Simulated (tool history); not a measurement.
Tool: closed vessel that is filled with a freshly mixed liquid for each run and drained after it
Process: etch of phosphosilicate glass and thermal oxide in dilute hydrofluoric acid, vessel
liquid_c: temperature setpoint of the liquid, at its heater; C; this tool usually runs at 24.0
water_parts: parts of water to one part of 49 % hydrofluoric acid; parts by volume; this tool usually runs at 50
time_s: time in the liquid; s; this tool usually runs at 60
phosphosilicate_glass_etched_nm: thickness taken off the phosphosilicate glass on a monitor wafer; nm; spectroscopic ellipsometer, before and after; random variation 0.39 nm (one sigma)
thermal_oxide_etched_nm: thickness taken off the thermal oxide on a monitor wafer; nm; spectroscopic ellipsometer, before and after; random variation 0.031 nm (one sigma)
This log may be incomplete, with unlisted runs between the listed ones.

run,hour,liquid_c,water_parts,time_s,"read-back film thickness of the phosphosilicate glass reference wafer, read on the same gauge (nm)","read-back film thickness of the thermal oxide reference wafer, read on the same gauge (nm)",phosphosilicate_glass_etched_nm,thermal_oxide_etched_nm
1,0.0,24.0,50,60,80.02,150.02,103.17,5.53
2,42.7,24.0,50,60,79.99,150.01,102.63,5.56
3,113.6,24.0,50,60,80.04,149.99,102.05,5.55
# hour 183.3: thermometer replaced
4,266.3,24.0,50,60,80.01,149.97,105.05,5.64
5,346.3,24.0,50,60,79.98,150.00,104.77,5.63
6,569.8,24.0,50,60,80.02,150.02,104.98,5.67
7,666.2,24.0,65,60,80.01,149.97,79.31,4.26
8,763.9,24.0,65,60,79.98,149.99,78.60,4.32
# hour 818.1: hydrofluoric acid flow meter replaced
9,826.8,24.0,50,40,79.99,149.98,66.86,3.58
# hour 882.6: thermometer replaced
10,923.2,19.5,70,60,80.00,150.02,59.05,3.25
11,990.9,24.0,50,60,79.97,150.00,102.54,5.54
12,1046.7,26.5,35,95,80.01,150.02,262.83,14.16
13,1125.8,19.5,60,75,80.00,149.98,87.32,4.74
14,1218.7,24.0,50,60,80.03,149.99,101.76,5.56
# hour 1274.1: gauge calibrated
15,1291.2,27.0,50,35,80.01,149.98,67.51,3.63
16,1371.4,22.0,60,40,80.00,149.95,51.53,2.79
17,1472.8,21.5,70,60,80.02,150.04,63.77,3.49
18,1528.3,25.5,35,30,80.01,149.98,79.30,4.32
# hour 1538.0: thermometer replaced
19,1724.1,24.0,50,60,80.00,150.04,104.73,5.62
20,1815.3,24.0,50,60,79.99,150.01,104.83,5.68
21,1897.7,24.0,50,60,80.04,149.99,104.21,5.62
22,1943.5,21.0,35,75,80.04,150.02,167.73,9.06
# hour 1983.3: hydrofluoric acid flow meter replaced
23,2001.4,24.0,30,30,80.00,150.02,86.33,4.68
24,2066.1,26.0,40,60,79.98,150.01,138.76,7.48
25,2171.0,28.0,35,90,80.00,150.01,262.53,14.22

For each run, what was the tool's unlogged condition?
gauge reads high (%): 0 at every run
H1: liquid colder than its thermometer reads (K)
H2: hydrofluoric acid flow above the setpoint (%)
run,H1,H2
1,0.477,2.09
2,0.515,2.21
3,0.577,2.4
4,0.157,2.81
5,0.227,3.02
6,0.424,3.62
7,0.509,3.88
8,0.595,4.14
9,0.65,0.0648
10,0.0697,0.323
11,0.129,0.505
12,0.178,0.655
13,0.248,0.867
14,0.33,1.12
15,0.394,1.31
16,0.464,1.53
17,0.554,1.8
18,0.603,1.95
19,0.177,2.47
20,0.257,2.72
21,0.33,2.94
22,0.37,3.06
23,0.421,0.377
24,0.478,0.551
25,0.57,0.832

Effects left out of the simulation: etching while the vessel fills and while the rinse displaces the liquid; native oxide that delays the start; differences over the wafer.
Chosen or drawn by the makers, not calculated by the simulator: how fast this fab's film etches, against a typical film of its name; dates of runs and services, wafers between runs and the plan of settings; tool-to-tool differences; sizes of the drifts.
